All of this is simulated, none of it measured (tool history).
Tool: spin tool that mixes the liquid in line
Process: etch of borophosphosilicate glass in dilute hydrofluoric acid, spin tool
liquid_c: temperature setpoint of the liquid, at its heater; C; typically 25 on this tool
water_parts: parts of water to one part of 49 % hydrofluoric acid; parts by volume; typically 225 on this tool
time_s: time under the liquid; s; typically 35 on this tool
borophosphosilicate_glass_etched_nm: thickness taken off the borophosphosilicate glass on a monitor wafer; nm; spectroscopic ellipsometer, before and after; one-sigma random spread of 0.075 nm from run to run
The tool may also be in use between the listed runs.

| run | hour | liquid_c | water_parts | time_s | wafers since the last listed run | hours since the thermometer was replaced | hours since the hydrofluoric acid flow meter was replaced | hours since the gauge calibration | read-back film thickness of the borophosphosilicate glass reference wafer, read on the same gauge (nm) | borophosphosilicate_glass_etched_nm |
|---|---|---|---|---|---|---|---|---|---|---|
| 1 | 0 | 22 | 225 | 40 | 0 | 1.2 | 119.2 | 1190.3 | 61.02 | 9.27 |
| 2 | 93.9 | 23.5 | 225 | 35 | 934 | 95.1 | 213.1 | 1284.2 | 61.16 | 8.54 |
| 3 | 168.8 | 23 | 225 | 35 | 745 | 170 | 288 | 1359.1 | 61.27 | 8.58 |
| 4 | 239.4 | 23 | 225 | 35 | 702 | 240.6 | 358.6 | 1429.7 | 61.39 | 8.41 |
| 5 | 284.6 | 23 | 225 | 30 | 449 | 285.8 | 403.8 | 1474.9 | 61.42 | 7.28 |
| 6 | 349.2 | 23 | 225 | 30 | 642 | 350.4 | 468.4 | 1539.5 | 61.53 | 7.28 |
|  | 439.3 | hydrofluoric acid flow meter replaced |
| 7 | 443.5 | 25 | 140 | 35 | 928 | 444.7 | 4.2 | 1633.8 | 61.67 | 16.15 |
| 8 | 517.1 | 25 | 140 | 35 | 732 | 518.3 | 77.8 | 1707.4 | 61.8 | 16.17 |
| 9 | 592.3 | 25 | 225 | 35 | 748 | 593.5 | 153 | 1782.6 | 61.88 | 9.12 |
|  | 667.9 | thermometer replaced |
| 10 | 678.7 | 25 | 225 | 35 | 849 | 10.8 | 239.4 | 1869 | 62.07 | 9.22 |
| 11 | 742.6 | 25 | 225 | 35 | 635 | 74.7 | 303.3 | 1932.9 | 62.19 | 9.13 |
| 12 | 818.7 | 25 | 305 | 35 | 757 | 150.8 | 379.4 | 2009 | 62.34 | 6.28 |
| 13 | 886.2 | 22 | 225 | 35 | 671 | 218.3 | 446.9 | 2076.5 | 62.49 | 8.31 |
| 14 | 978.9 | 25 | 225 | 20 | 922 | 311 | 539.6 | 2169.2 | 62.68 | 5.3 |
| 15 | 1034.1 | 21 | 145 | 35 | 549 | 366.2 | 594.8 | 2224.4 | 62.79 | 13.64 |
|  | 1071.3 | hydrofluoric acid flow meter replaced |
| 16 | 1101.6 | 25 | 225 | 30 | 661 | 433.7 | 30.3 | 2291.9 | 62.95 | 8.08 |
|  | 1157.2 | gauge calibrated |
| 17 | 1168.1 | 28.5 | 290 | 45 | 661 | 500.2 | 96.8 | 10.9 | 59.78 | 9.27 |

For run 18, what comes out?
|  | 1221.4 | thermometer replaced |
| 18 | 1411.9 | 27.5 | 190 | 25 | 2416 | 190.5 | 340.6 | 254.7 | ? | ? |

read-back film thickness of the borophosphosilicate glass reference wafer, read on the same gauge (nm): 59.86
borophosphosilicate_glass_etched_nm: 8.49 nm
Take away the tool's hidden state, keep the run-to-run variation as it was, and the same run would have given borophosphosilicate_glass_etched_nm 8.51 nm.
